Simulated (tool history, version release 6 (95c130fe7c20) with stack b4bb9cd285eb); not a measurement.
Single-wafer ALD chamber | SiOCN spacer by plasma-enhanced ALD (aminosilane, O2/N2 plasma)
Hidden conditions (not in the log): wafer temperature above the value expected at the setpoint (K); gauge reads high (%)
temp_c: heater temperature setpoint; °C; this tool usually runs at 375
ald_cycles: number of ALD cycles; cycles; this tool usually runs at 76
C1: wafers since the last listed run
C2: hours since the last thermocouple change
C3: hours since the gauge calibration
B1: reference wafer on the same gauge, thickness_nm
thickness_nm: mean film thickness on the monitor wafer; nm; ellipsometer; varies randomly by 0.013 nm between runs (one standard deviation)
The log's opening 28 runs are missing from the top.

Run 29, hour 776.7: usual settings but ald_cycles 87 cycles; C1 125; C2 385.1; C3 177.1; B1 4.578. Result: thickness_nm 5.771 nm.
Run 30, hour 791.8: usual settings but temp_c 362 °C, ald_cycles 66 cycles; C1 53; C2 400.2; C3 192.2; B1 4.579. Result: thickness_nm 4.371 nm.
Run 31, hour 804.6: usual settings but temp_c 364 °C, ald_cycles 85 cycles; C1 45; C2 413; C3 205; B1 4.581. Result: thickness_nm 5.618 nm.
Run 32, hour 900.3: usual settings but ald_cycles 79 cycles; C1 339; C2 508.7; C3 300.7; B1 4.581. Result: thickness_nm 5.256 nm.
Run 33, hour 912.6: usual settings but temp_c 384 °C, ald_cycles 85 cycles; C1 43; C2 521; C3 313; B1 4.585. Result: thickness_nm 5.64 nm.
Run 34, hour 945.8: usual settings; C1 117; C2 554.2; C3 346.2; B1 4.586. Result: thickness_nm 5.037 nm.
Run 35, hour 958.3: usual settings; C1 44; C2 566.7; C3 358.7; B1 4.587. Result: thickness_nm 5.047 nm.
Run 36, hour 976.8: usual settings but temp_c 380 °C, ald_cycles 82 cycles; C1 65; C2 585.2; C3 377.2; B1 4.588. Result: thickness_nm 5.418 nm.
Run 37, hour 993: usual settings but temp_c 361 °C, ald_cycles 61 cycles; C1 57; C2 601.4; C3 393.4; B1 4.589. Result: thickness_nm 4.024 nm.
Run 38, hour 1027.6: usual settings but temp_c 361 °C, ald_cycles 70 cycles; C1 122; C2 636; C3 428; B1 4.593. Result: thickness_nm 4.645 nm.
Run 39, hour 1053.1: usual settings but temp_c 366 °C, ald_cycles 91 cycles; C1 90; C2 661.5; C3 453.5; B1 4.594. Result: thickness_nm 6.053 nm.
Run 40, hour 1081.2: usual settings but temp_c 389 °C, ald_cycles 89 cycles; C1 99; C2 689.6; C3 481.6; B1 4.596. Result: thickness_nm 5.906 nm.
Run 41, hour 1105.6: usual settings but temp_c 381 °C; C1 86; C2 714; C3 506; B1 4.594. Result: thickness_nm 5.054 nm.
Run 42, hour 1122.7: usual settings but temp_c 367 °C; C1 60; C2 731.1; C3 523.1; B1 4.598. Result: thickness_nm 5.034 nm.
Run 43, hour 1138: usual settings but temp_c 362 °C, ald_cycles 62 cycles; C1 54; C2 746.4; C3 538.4; B1 4.599. Result: thickness_nm 4.125 nm.
Run 44, hour 1166.8: usual settings; C1 102; C2 775.2; C3 567.2; B1 4.602. Result: thickness_nm 5.073 nm.
Run 45, hour 1201.6: usual settings; C1 123; C2 810; C3 602; B1 4.604. Result: thickness_nm 5.076 nm.
Run 46, hour 1223.5: usual settings; C1 77; C2 831.9; C3 623.9; B1 4.607. Result: thickness_nm 5.069 nm.

What if the next run were any one of these 3? Each begins from the tool's condition after run 46:
Run A, hour 1224: usual settings; C1 1; C2 832.4; C3 624.4; B1 ?. Result: thickness_nm ?.
Run B, hour 1224: usual settings but temp_c 382 °C; C1 1; C2 832.4; C3 624.4; B1 ?. Result: thickness_nm ?.
Run C, hour 1224: usual settings but temp_c 387 °C, ald_cycles 83 cycles; C1 1; C2 832.4; C3 624.4; B1 ?. Result: thickness_nm ?.

run     B1  thickness_nm
  A  4.606         5.059
  B  4.606         5.059
  C  4.606         5.525
Take away the tool's hidden state, keep each run's random variation, and the runs would have read:
run  thickness_nm
  A         5.019
  B         5.019
  C         5.481
